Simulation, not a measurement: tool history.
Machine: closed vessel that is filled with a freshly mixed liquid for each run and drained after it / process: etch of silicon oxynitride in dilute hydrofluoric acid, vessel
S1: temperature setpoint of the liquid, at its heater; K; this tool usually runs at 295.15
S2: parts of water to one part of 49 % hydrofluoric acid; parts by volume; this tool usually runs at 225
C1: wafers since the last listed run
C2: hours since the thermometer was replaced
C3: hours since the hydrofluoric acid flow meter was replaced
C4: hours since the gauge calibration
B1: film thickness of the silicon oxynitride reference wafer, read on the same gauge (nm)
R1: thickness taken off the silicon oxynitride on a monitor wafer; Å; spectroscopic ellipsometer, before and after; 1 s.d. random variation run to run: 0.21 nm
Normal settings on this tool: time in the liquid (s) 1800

run 1 hour=0.0 | S1=295.15 S2=225 time_in_the_liquid_(s)=2390 | C1=0 C2=1207.6 C3=143.2 C4=533.6 | B1=60.00 | R1=331.0
run 2 hour=47.9 | S1=295.15 S2=225 time_in_the_liquid_(s)=2390 | C1=1842 C2=1255.5 C3=191.1 C4=581.5 | B1=59.97 | R1=328.1
run 3 hour=149.8 | S1=295.15 S2=225 time_in_the_liquid_(s)=2570 | C1=3918 C2=1357.4 C3=293.0 C4=683.4 | B1=60.04 | R1=351.2
run 4 hour=230.9 | S1=295.15 S2=225 time_in_the_liquid_(s)=2570 | C1=3118 C2=1438.5 C3=374.1 C4=764.5 | B1=60.03 | R1=353.6
run 5 hour=325.5 | S1=295.15 S2=225 time_in_the_liquid_(s)=2570 | C1=3637 C2=1533.1 C3=468.7 C4=859.1 | B1=60.02 | R1=354.1
run 6 hour=361.9 | S1=295.15 S2=225 time_in_the_liquid_(s)=1800 | C1=1399 C2=1569.5 C3=505.1 C4=895.5 | B1=59.99 | R1=246.0
run 7 hour=406.4 | S1=295.15 S2=225 time_in_the_liquid_(s)=1800 | C1=1711 C2=1614.0 C3=549.6 C4=940.0 | B1=60.01 | R1=244.7
run 8 hour=504.5 | S1=295.15 S2=225 time_in_the_liquid_(s)=1800 | C1=3772 C2=1712.1 C3=647.7 C4=1038.1 | B1=60.02 | R1=242.6
run 9 hour=605.7 | S1=295.15 S2=225 time_in_the_liquid_(s)=1800 | C1=3891 C2=1813.3 C3=748.9 C4=1139.3 | B1=59.99 | R1=243.3
run 10 hour=644.3 | S1=295.15 S2=225 time_in_the_liquid_(s)=1800 | C1=1484 C2=1851.9 C3=787.5 C4=1177.9 | B1=59.97 | R1=240.9
-- hour=714.6 gauge calibrated
run 11 hour=724.0 | S1=295.15 S2=195 time_in_the_liquid_(s)=1800 | C1=3064 C2=1931.6 C3=867.2 C4=9.4 | B1=59.98 | R1=286.0
run 12 hour=818.9 | S1=295.15 S2=195 time_in_the_liquid_(s)=1800 | C1=3649 C2=2026.5 C3=962.1 C4=104.3 | B1=60.00 | R1=279.7
run 13 hour=885.0 | S1=295.15 S2=225 time_in_the_liquid_(s)=1800 | C1=2541 C2=2092.6 C3=1028.2 C4=170.4 | B1=60.00 | R1=238.5
run 14 hour=929.0 | S1=295.15 S2=225 time_in_the_liquid_(s)=1800 | C1=1692 C2=2136.6 C3=1072.2 C4=214.4 | B1=60.00 | R1=237.0
run 15 hour=1011.3 | S1=292.65 S2=195 time_in_the_liquid_(s)=890 | C1=3164 C2=2218.9 C3=1154.5 C4=296.7 | B1=59.98 | R1=122.0
run 16 hour=1087.9 | S1=297.65 S2=185 time_in_the_liquid_(s)=1215 | C1=2945 C2=2295.5 C3=1231.1 C4=373.3 | B1=60.01 | R1=219.8
-- hour=1134.6 thermometer replaced
run 17 hour=1174.9 | S1=295.15 S2=270 time_in_the_liquid_(s)=2775 | C1=3307 C2=40.3 C3=1318.1 C4=460.3 | B1=59.98 | R1=292.3
run 18 hour=1214.2 | S1=295.15 S2=225 time_in_the_liquid_(s)=1800 | C1=1511 C2=79.6 C3=1357.4 C4=499.6 | B1=59.98 | R1=230.1
run 19 hour=1269.0 | S1=297.65 S2=335 time_in_the_liquid_(s)=1360 | C1=2107 C2=134.4 C3=1412.2 C4=554.4 | B1=60.00 | R1=120.2
run 20 hour=1319.8 | S1=299.15 S2=330 time_in_the_liquid_(s)=1800 | C1=1953 C2=185.2 C3=1463.0 C4=605.2 | B1=60.02 | R1=171.1
-- hour=1384.0 hydrofluoric acid flow meter replaced
run 21 hour=1388.9 | S1=293.15 S2=225 time_in_the_liquid_(s)=2110 | C1=2618 C2=254.3 C3=4.9 C4=674.3 | B1=60.01 | R1=272.0
run 22 hour=1434.2 | S1=295.15 S2=225 time_in_the_liquid_(s)=1800 | C1=1742 C2=299.6 C3=50.2 C4=719.6 | B1=59.97 | R1=254.9
run 23 hour=1509.6 | S1=293.65 S2=165 time_in_the_liquid_(s)=960 | C1=2899 C2=375.0 C3=125.6 C4=795.0 | B1=60.01 | R1=180.9
run 24 hour=1549.5 | S1=295.15 S2=195 time_in_the_liquid_(s)=1800 | C1=1534 C2=414.9 C3=165.5 C4=834.9 | B1=60.01 | R1=292.5
run 25 hour=1617.1 | S1=290.15 S2=225 time_in_the_liquid_(s)=1250 | C1=2599 C2=482.5 C3=233.1 C4=902.5 | B1=59.95 | R1=137.9
run 26 hour=1697.6 | S1=296.65 S2=225 time_in_the_liquid_(s)=2695 | C1=3095 C2=563.0 C3=313.6 C4=983.0 | B1=60.02 | R1=405.6
run 27 hour=1740.8 | S1=295.15 S2=225 time_in_the_liquid_(s)=1800 | C1=1661 C2=606.2 C3=356.8 C4=1026.2 | B1=60.05 | R1=249.7
run 28 hour=1803.9 | S1=295.15 S2=225 time_in_the_liquid_(s)=1800 | C1=2426 C2=669.3 C3=419.9 C4=1089.3 | B1=59.99 | R1=248.6

Forecast each of these 4 alternatives for the next run:
run A hour=1805.1 | S1=298.65 S2=225 time_in_the_liquid_(s)=1800 | C1=46 C2=670.5 C3=421.1 C4=1090.5 | B1=? | R1=?
run B hour=1805.1 | S1=295.15 S2=225 time_in_the_liquid_(s)=2795 | C1=46 C2=670.5 C3=421.1 C4=1090.5 | B1=? | R1=?
run C hour=1805.1 | S1=295.15 S2=180 time_in_the_liquid_(s)=1325 | C1=46 C2=670.5 C3=421.1 C4=1090.5 | B1=? | R1=?
run D hour=1805.1 | S1=299.15 S2=190 time_in_the_liquid_(s)=1155 | C1=46 C2=670.5 C3=421.1 C4=1090.5 | B1=? | R1=?

run=A B1=60.05 R1=294.0
run=B B1=60.05 R1=391.4
run=C B1=60.05 R1=239.5
run=D B1=60.05 R1=234.8
Take away the tool's hidden state, keep each run's random variation, and the runs would have read:
run=A R1=301.7
run=B R1=401.5
run=C R1=245.5
run=D R1=240.9
